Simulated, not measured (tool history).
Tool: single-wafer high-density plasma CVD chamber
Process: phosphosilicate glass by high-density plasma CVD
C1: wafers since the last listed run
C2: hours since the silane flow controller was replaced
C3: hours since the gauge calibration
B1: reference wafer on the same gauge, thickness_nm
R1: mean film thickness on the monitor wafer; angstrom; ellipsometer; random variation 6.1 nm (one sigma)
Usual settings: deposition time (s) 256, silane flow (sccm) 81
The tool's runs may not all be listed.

{"run": 1, "hour": 0.0, "deposition time (s)": 229, "silane flow (sccm)": 81, "C1": 0, "C2": 2628, "C3": 420.3, "B1": 1979.292, "R1": 20222.92}
{"run": 2, "hour": 21.0, "deposition time (s)": 291, "silane flow (sccm)": 81, "C1": 126, "C2": 2649, "C3": 441.3, "B1": 1980.289, "R1": 25744.94}
{"run": 3, "hour": 37.2, "deposition time (s)": 291, "silane flow (sccm)": 81, "C1": 97, "C2": 2665.2, "C3": 457.5, "B1": 1979.865, "R1": 25696.42}
{"run": 4, "hour": 54.4, "deposition time (s)": 291, "silane flow (sccm)": 81, "C1": 103, "C2": 2682.4, "C3": 474.7, "B1": 1979.83, "R1": 25770.24}
{"run": 5, "hour": 71.6, "deposition time (s)": 256, "silane flow (sccm)": 73, "C1": 103, "C2": 2699.6, "C3": 491.9, "B1": 1978.946, "R1": 20452.13}
{"run": 6, "hour": 101.5, "deposition time (s)": 256, "silane flow (sccm)": 73, "C1": 179, "C2": 2729.5, "C3": 521.8, "B1": 1979.158, "R1": 20349.91}
{"run": 7, "hour": 120.0, "deposition time (s)": 283, "silane flow (sccm)": 81, "C1": 111, "C2": 2748, "C3": 540.3, "B1": 1980.663, "R1": 25070.99}
{"hour": 128.6, "done": "gauge calibrated"}
{"run": 8, "hour": 143.4, "deposition time (s)": 256, "silane flow (sccm)": 76, "C1": 140, "C2": 2771.4, "C3": 14.8, "B1": 1980.222, "R1": 21386.54}
{"run": 9, "hour": 157.3, "deposition time (s)": 256, "silane flow (sccm)": 81, "C1": 83, "C2": 2785.3, "C3": 28.7, "B1": 1979.724, "R1": 22735.25}
{"run": 10, "hour": 173.0, "deposition time (s)": 269, "silane flow (sccm)": 90, "C1": 94, "C2": 2801, "C3": 44.4, "B1": 1979.703, "R1": 26465.8}
{"run": 11, "hour": 197.2, "deposition time (s)": 232, "silane flow (sccm)": 84, "C1": 145, "C2": 2825.2, "C3": 68.6, "B1": 1980.361, "R1": 21355.49}
{"run": 12, "hour": 226.3, "deposition time (s)": 232, "silane flow (sccm)": 84, "C1": 174, "C2": 2854.3, "C3": 97.7, "B1": 1978.995, "R1": 21271.37}
{"run": 13, "hour": 257.0, "deposition time (s)": 232, "silane flow (sccm)": 84, "C1": 184, "C2": 2885, "C3": 128.4, "B1": 1980.362, "R1": 21393.92}
{"run": 14, "hour": 274.6, "deposition time (s)": 256, "silane flow (sccm)": 81, "C1": 105, "C2": 2902.6, "C3": 146, "B1": 1979.449, "R1": 22648.86}
{"run": 15, "hour": 295.1, "deposition time (s)": 256, "silane flow (sccm)": 81, "C1": 123, "C2": 2923.1, "C3": 166.5, "B1": 1979.759, "R1": 22761.69}
{"run": 16, "hour": 310.6, "deposition time (s)": 256, "silane flow (sccm)": 81, "C1": 93, "C2": 2938.6, "C3": 182, "B1": 1981.168, "R1": 22639.76}
{"run": 17, "hour": 346.2, "deposition time (s)": 256, "silane flow (sccm)": 86, "C1": 213, "C2": 2974.2, "C3": 217.6, "B1": 1980.228, "R1": 23971.51}
{"run": 18, "hour": 380.7, "deposition time (s)": 256, "silane flow (sccm)": 81, "C1": 207, "C2": 3008.7, "C3": 252.1, "B1": 1980.442, "R1": 22677.04}
{"run": 19, "hour": 409.0, "deposition time (s)": 256, "silane flow (sccm)": 81, "C1": 170, "C2": 3037, "C3": 280.4, "B1": 1979.934, "R1": 22712.58}
{"run": 20, "hour": 427.0, "deposition time (s)": 256, "silane flow (sccm)": 81, "C1": 108, "C2": 3055, "C3": 298.4, "B1": 1979.561, "R1": 22635.35}
{"run": 21, "hour": 446.6, "deposition time (s)": 216, "silane flow (sccm)": 91, "C1": 117, "C2": 3074.6, "C3": 318, "B1": 1980.401, "R1": 21618.82}
{"run": 22, "hour": 471.2, "deposition time (s)": 256, "silane flow (sccm)": 81, "C1": 147, "C2": 3099.2, "C3": 342.6, "B1": 1980.641, "R1": 22648.54}
{"run": 23, "hour": 501.9, "deposition time (s)": 256, "silane flow (sccm)": 81, "C1": 184, "C2": 3129.9, "C3": 373.3, "B1": 1980.465, "R1": 22718.74}
{"run": 24, "hour": 537.3, "deposition time (s)": 295, "silane flow (sccm)": 94, "C1": 212, "C2": 3165.3, "C3": 408.7, "B1": 1979.158, "R1": 30482.41}
{"run": 25, "hour": 553.5, "deposition time (s)": 256, "silane flow (sccm)": 81, "C1": 97, "C2": 3181.5, "C3": 424.9, "B1": 1980.52, "R1": 22594.02}
{"hour": 640.6, "done": "silane flow controller replaced"}
{"run": 26, "hour": 641.1, "deposition time (s)": 256, "silane flow (sccm)": 66, "C1": 478, "C2": 0.5, "C3": 512.5, "B1": 1979.254, "R1": 17682.42}
{"run": 27, "hour": 657.9, "deposition time (s)": 256, "silane flow (sccm)": 87, "C1": 100, "C2": 17.3, "C3": 529.3, "B1": 1979.745, "R1": 23396.37}
{"run": 28, "hour": 670.2, "deposition time (s)": 256, "silane flow (sccm)": 81, "C1": 73, "C2": 29.6, "C3": 541.6, "B1": 1979.744, "R1": 21730.56}
{"hour": 687.5, "done": "gauge calibrated"}
{"run": 29, "hour": 690.7, "deposition time (s)": 256, "silane flow (sccm)": 81, "C1": 123, "C2": 50.1, "C3": 3.2, "B1": 1979.786, "R1": 21740.69}
{"run": 30, "hour": 709.3, "deposition time (s)": 307, "silane flow (sccm)": 94, "C1": 111, "C2": 68.7, "C3": 21.8, "B1": 1978.571, "R1": 30402.71}
{"run": 31, "hour": 722.9, "deposition time (s)": 281, "silane flow (sccm)": 81, "C1": 81, "C2": 82.3, "C3": 35.4, "B1": 1979.68, "R1": 23968}
{"run": 32, "hour": 747.8, "deposition time (s)": 242, "silane flow (sccm)": 81, "C1": 149, "C2": 107.2, "C3": 60.3, "B1": 1980.314, "R1": 20716.1}
{"run": 33, "hour": 798.7, "deposition time (s)": 256, "silane flow (sccm)": 72, "C1": 305, "C2": 158.1, "C3": 111.2, "B1": 1980.819, "R1": 19475.01}
{"run": 34, "hour": 833.2, "deposition time (s)": 256, "silane flow (sccm)": 81, "C1": 207, "C2": 192.6, "C3": 145.7, "B1": 1980, "R1": 21973.92}
{"run": 35, "hour": 871.7, "deposition time (s)": 256, "silane flow (sccm)": 70, "C1": 231, "C2": 231.1, "C3": 184.2, "B1": 1978.796, "R1": 19020.78}
{"run": 36, "hour": 885.5, "deposition time (s)": 213, "silane flow (sccm)": 69, "C1": 82, "C2": 244.9, "C3": 198, "B1": 1980.146, "R1": 15568.51}
{"run": 37, "hour": 899.5, "deposition time (s)": 234, "silane flow (sccm)": 76, "C1": 84, "C2": 258.9, "C3": 212, "B1": 1978.891, "R1": 18896.63}

Hidden state at the last listed run before each entry between runs and at the first one after, where it differs:
Between runs 7 and 8: gauge calibrated (hour 128.6)
  delivered silane flow above the setpoint (%): 4.52 -> 4.53
  measured less the result without the state, R1: +1084.52 -> +927.65 angstrom
Between runs 25 and 26: silane flow controller replaced (hour 640.6)
  delivered silane flow above the setpoint (%): 4.72 -> 0.18
  measured less the result without the state, R1: +1019.26 -> +31.72 angstrom
Between runs 28 and 29: gauge calibrated (hour 687.5)
  delivered silane flow above the setpoint (%): 0.326 -> 0.427
  measured less the result without the state, R1: +70.65 -> +92.51 angstrom
